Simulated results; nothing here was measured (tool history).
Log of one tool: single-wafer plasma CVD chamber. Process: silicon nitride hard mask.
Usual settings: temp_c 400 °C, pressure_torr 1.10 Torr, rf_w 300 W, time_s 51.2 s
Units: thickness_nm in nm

run,hour,temp_c,pressure_torr,rf_w,time_s,"read-back reference wafer on the same gauge, thickness_nm",thickness_nm
1,0.0,400,0.91,300,51.2,60.757,48.871
2,30.4,400,0.91,300,51.2,60.795,49.072
3,65.6,400,0.91,300,51.2,60.833,48.933
4,129.0,400,1.10,300,51.2,60.755,52.034
5,168.3,400,1.10,300,51.2,60.661,52.375
6,218.3,400,1.10,300,51.2,60.778,52.505
7,275.0,400,1.10,300,51.2,60.659,52.421
8,309.5,392,1.10,335,51.2,60.700,57.600
9,362.3,392,1.10,335,51.2,60.742,57.795
10,408.1,392,1.10,335,51.2,60.709,57.080
11,477.5,405,1.10,300,51.2,60.609,52.581
12,503.1,405,1.10,300,51.2,60.826,52.378
# hour 513.3: showerhead replaced
# hour 527.6: thermocouple changed; heater temperature recalibrated
13,532.6,405,1.10,300,51.2,60.693,52.410
# hour 550.6: gauge calibrated
14,565.0,395,0.85,345,51.2,60.736,54.172
15,620.8,412,1.10,300,51.2,60.647,52.478
# hour 636.5: capacitance manometer re-zeroed and calibrated
16,652.2,400,1.25,300,51.2,60.748,53.631
17,696.9,400,1.10,300,51.2,60.716,52.133
18,749.8,389,1.10,355,44.8,60.730,52.001
# hour 817.4: RF generator calibrated
19,817.9,415,1.10,300,51.2,60.725,51.649
20,853.7,400,1.10,300,51.2,60.751,52.138
21,924.8,392,1.34,315,58.7,60.795,65.952
22,949.2,392,1.10,335,51.2,60.718,57.543
23,1018.2,400,1.10,300,51.2,60.652,52.148
24,1074.0,400,1.10,300,58.9,60.846,60.308
25,1123.9,400,1.29,265,47.5,60.678,45.643
26,1149.8,389,1.10,300,57.7,60.731,59.155

Forecast each of these 5 alternatives for the next run:
A,1150.2,400,1.10,300,51.2,?,?
B,1150.2,400,1.10,300,41.8,?,?
C,1150.2,407,0.99,300,51.2,?,?
D,1150.2,392,1.18,340,47.0,?,?
E,1150.2,412,0.85,315,51.2,?,?

run,"read-back reference wafer on the same gauge, thickness_nm",thickness_nm
A,60.685,52.337
B,60.685,42.745
C,60.685,50.486
D,60.685,54.512
E,60.685,49.977
Without the tool's hidden state the same runs would have given:
run,thickness_nm
A,51.595
B,42.139
C,49.770
D,53.797
E,49.181
